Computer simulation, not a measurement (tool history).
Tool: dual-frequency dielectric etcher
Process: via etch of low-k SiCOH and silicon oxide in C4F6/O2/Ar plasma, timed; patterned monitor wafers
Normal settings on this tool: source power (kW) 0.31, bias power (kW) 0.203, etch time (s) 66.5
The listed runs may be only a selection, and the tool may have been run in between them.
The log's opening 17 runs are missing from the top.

run	day	source power (kW)	bias power (kW)	etch time (s)	read-back reference wafer on the same gauge, depth_nm	mean etch depth across the wafer (angstrom)
18	43.238	0.31	0.188	57	154	1252
19	45.596	0.31	0.156	66.5	154.3	1310
20	47.583	0.31	0.203	66.5	153.9	1508
21	50.529	0.31	0.219	66.5	154	1578
22	52.371	0.31	0.203	66.5	153.9	1534
23	53.629	0.31	0.179	66.5	154.1	1425
24	55.033	0.31	0.19	66.5	153.9	1468
25	57.304	0.31	0.187	81.5	154	1819
# day 58.704: wet clean of the chamber
26	60	0.35	0.239	46.5	153.7	1213
27	61.192	0.37	0.187	66.5	154	1590
28	63.179	0.38	0.25	66.5	154.1	1898
29	65.188	0.31	0.203	61.5	153.9	1410
30	66.671	0.38	0.224	58	154.1	1574

Below are 3 alternative next runs, each starting from the tool's condition after run 30. Predict each:
A	66.688	0.31	0.203	66.5	?	?
B	66.688	0.31	0.203	77	?	?
C	66.688	0.28	0.224	55	?	?

run	read-back reference wafer on the same gauge, depth_nm	mean etch depth across the wafer (angstrom)
A	154	1535
B	154	1777
C	154	1252
Take away the tool's hidden state, keep each run's random variation, and the runs would have read:
run	mean etch depth across the wafer (angstrom)
A	1511
B	1750
C	1233
